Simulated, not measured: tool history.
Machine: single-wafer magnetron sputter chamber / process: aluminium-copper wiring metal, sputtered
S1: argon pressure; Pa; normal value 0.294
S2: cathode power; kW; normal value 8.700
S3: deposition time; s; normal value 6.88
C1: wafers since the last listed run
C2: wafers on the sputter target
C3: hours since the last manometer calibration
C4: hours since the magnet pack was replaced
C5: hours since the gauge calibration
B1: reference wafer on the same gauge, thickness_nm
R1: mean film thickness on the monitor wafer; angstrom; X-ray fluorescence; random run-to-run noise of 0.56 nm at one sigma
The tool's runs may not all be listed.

Run 1, hour 0.0: usual settings but S3 7.38 s; C1 0; C2 6265; C3 1091.7; C4 7134.0; C5 1833.6; B1 140.023. Result: R1 1273.17 angstrom.
Run 2, hour 58.6: usual settings but S3 7.38 s; C1 1389; C2 7655; C3 1150.3; C4 7192.6; C5 1892.2; B1 139.855. Result: R1 1262.60 angstrom.
Run 3, hour 193.0: usual settings but S3 5.92 s; C1 3187; C2 10842; C3 1284.7; C4 7327.0; C5 2026.6; B1 139.881. Result: R1 996.33 angstrom.
Run 4, hour 270.9: usual settings but S3 5.90 s; C1 1847; C2 12689; C3 1362.6; C4 7404.9; C5 2104.5; B1 139.772. Result: R1 990.89 angstrom.
At hour 325.3: capacitance manometer re-zeroed and calibrated.
Run 5, hour 367.6: usual settings but S1 0.203 Pa, S3 6.42 s; C1 2103; C2 14792; C3 42.3; C4 7501.6; C5 2201.2; B1 139.856. Result: R1 1136.29 angstrom.
At hour 375.8: sputter target and shields replaced.
Run 6, hour 425.8: usual settings but S1 0.203 Pa, S3 6.42 s; C1 1190; C2 1185; C3 100.5; C4 7559.8; C5 2259.4; B1 139.791. Result: R1 1196.41 angstrom.
Run 7, hour 525.7: usual settings; C1 2368; C2 3554; C3 200.4; C4 7659.7; C5 2359.3; B1 140.028. Result: R1 1212.96 angstrom.
Run 8, hour 577.8: usual settings; C1 1235; C2 4789; C3 252.5; C4 7711.8; C5 2411.4; B1 140.038. Result: R1 1194.68 angstrom.
Run 9, hour 664.1: usual settings but S2 10.150 kW; C1 2046; C2 6836; C3 338.8; C4 7798.1; C5 2497.7; B1 140.192. Result: R1 1377.34 angstrom.
Run 10, hour 767.0: usual settings but S2 10.150 kW; C1 2440; C2 9276; C3 441.7; C4 7901.0; C5 2600.6; B1 139.986. Result: R1 1353.18 angstrom.
Run 11, hour 809.0: usual settings but S2 10.150 kW; C1 995; C2 10272; C3 483.7; C4 7943.0; C5 2642.6; B1 140.231. Result: R1 1358.09 angstrom.
Run 12, hour 905.0: usual settings; C1 2276; C2 12548; C3 579.7; C4 8039.0; C5 2738.6; B1 139.877. Result: R1 1156.12 angstrom.
Run 13, hour 948.3: usual settings; C1 1026; C2 13575; C3 623.0; C4 8082.3; C5 2781.9; B1 140.132. Result: R1 1156.19 angstrom.
At hour 1024.0: gauge calibrated.
At hour 1031.1: sputter target and shields replaced.
Run 14, hour 1036.0: usual settings but S1 0.326 Pa; C1 1889; C2 115; C3 710.7; C4 8170.0; C5 12.0; B1 139.870. Result: R1 1188.35 angstrom.
Run 15, hour 1085.8: usual settings but S1 0.374 Pa, S3 6.02 s; C1 1180; C2 1296; C3 760.5; C4 8219.8; C5 61.8; B1 139.952. Result: R1 1002.85 angstrom.
Run 16, hour 1173.1: usual settings but S2 7.100 kW; C1 2070; C2 3367; C3 847.8; C4 8307.1; C5 149.1; B1 139.802. Result: R1 980.71 angstrom.
Run 17, hour 1270.1: usual settings but S1 0.257 Pa, S2 6.800 kW; C1 2300; C2 5667; C3 944.8; C4 8404.1; C5 246.1; B1 140.121. Result: R1 969.88 angstrom.
Run 18, hour 1360.5: usual settings but S3 5.90 s; C1 2143; C2 7810; C3 1035.2; C4 8494.5; C5 336.5; B1 139.784. Result: R1 1006.27 angstrom.
Run 19, hour 1463.0: usual settings but S2 10.300 kW, S3 7.46 s; C1 2430; C2 10241; C3 1137.7; C4 8597.0; C5 439.0; B1 139.890. Result: R1 1487.72 angstrom.
At hour 1482.9: capacitance manometer re-zeroed and calibrated.
Run 20, hour 1560.7: usual settings but S2 7.850 kW, S3 7.96 s; C1 2127; C2 12368; C3 77.8; C4 8694.7; C5 536.7; B1 139.972. Result: R1 1214.14 angstrom.
At hour 1593.8: magnet pack replaced.
Run 21, hour 1607.7: usual settings; C1 924; C2 13293; C3 124.8; C4 13.9; C5 583.7; B1 139.774. Result: R1 1156.44 angstrom.
At hour 1623.1: sputter target and shields replaced.
Run 22, hour 1671.7: usual settings; C1 1327; C2 1152; C3 188.8; C4 77.9; C5 647.7; B1 140.093. Result: R1 1210.80 angstrom.
Run 23, hour 1774.3: usual settings but S3 7.46 s; C1 2432; C2 3585; C3 291.4; C4 180.5; C5 750.3; B1 139.923. Result: R1 1298.44 angstrom.
Run 24, hour 1873.6: usual settings but S1 0.333 Pa, S3 7.64 s; C1 2354; C2 5940; C3 390.7; C4 279.8; C5 849.6; B1 139.945. Result: R1 1293.31 angstrom.
Run 25, hour 1946.0: usual settings but S3 8.12 s; C1 1716; C2 7656; C3 463.1; C4 352.2; C5 922.0; B1 139.966. Result: R1 1391.14 angstrom.
Run 26, hour 2019.7: usual settings but S1 0.397 Pa, S2 6.950 kW, S3 6.40 s; C1 1747; C2 9404; C3 536.8; C4 425.9; C5 995.7; B1 140.194. Result: R1 820.68 angstrom.
Run 27, hour 2074.7: usual settings but S3 7.38 s; C1 1304; C2 10708; C3 591.8; C4 480.9; C5 1050.7; B1 140.114. Result: R1 1261.56 angstrom.
Run 28, hour 2170.1: usual settings but S1 0.232 Pa, S3 6.16 s; C1 2262; C2 12971; C3 687.2; C4 576.3; C5 1146.1; B1 139.881. Result: R1 1085.07 angstrom.
Run 29, hour 2230.4: usual settings but S1 0.252 Pa, S2 7.100 kW; C1 1429; C2 14401; C3 747.5; C4 636.6; C5 1206.4; B1 139.952. Result: R1 968.28 angstrom.
Run 30, hour 2277.5: usual settings; C1 1116; C2 15517; C3 794.6; C4 683.7; C5 1253.5; B1 140.122. Result: R1 1142.50 angstrom.
At hour 2291.9: sputter target and shields replaced.
Run 31, hour 2328.0: usual settings; C1 1007; C2 856; C3 845.1; C4 734.2; C5 1304.0; B1 140.029. Result: R1 1207.61 angstrom.
Run 32, hour 2434.0: usual settings but S1 0.341 Pa, S2 7.150 kW, S3 5.94 s; C1 2513; C2 3370; C3 951.1; C4 840.2; C5 1410.0; B1 139.838. Result: R1 830.10 angstrom.
Run 33, hour 2531.3: usual settings but S1 0.183 Pa, S2 10.700 kW, S3 8.05 s; C1 2307; C2 5677; C3 1048.4; C4 937.5; C5 1507.3; B1 139.781. Result: R1 1844.70 angstrom.

How would selected steps in R1 from run to run divide? Give the signed amount a tool lacking its hidden state would still show from settings, what came in and random variation, and the signed amount left for the hidden state, including any gauge scatter that is not in both of the compared results.
Unlogged tool condition in this case: deposition rate above that of a new target (%); true argon pressure above the setpoint (%); gauge reads high (%).
Run 5 -> 6: sputter target and shields replaced. R1 +60.12 angstrom: hidden state +65.93, all else -5.81.
Run 13 -> 14: S1 0.294 -> 0.326, gauge calibrated, sputter target and shields replaced. R1 +32.16 angstrom: hidden state +63.78, all else -31.62.
Run 18 -> 19: S2 8.700 -> 10.300, S3 5.90 -> 7.46. R1 +481.45 angstrom: hidden state -32.93, all else +514.38.
Run 25 -> 26: S1 0.294 -> 0.397, S2 8.700 -> 6.950, S3 8.12 -> 6.40. R1 -570.46 angstrom: hidden state +14.07, all else -584.53.
Run 30 -> 31: sputter target and shields replaced. R1 +65.11 angstrom: hidden state +70.55, all else -5.44.
Run 32 -> 33: S1 0.341 -> 0.183, S2 7.150 -> 10.700, S3 5.94 -> 8.05. R1 +1014.60 angstrom: hidden state -34.49, all else +1049.09.
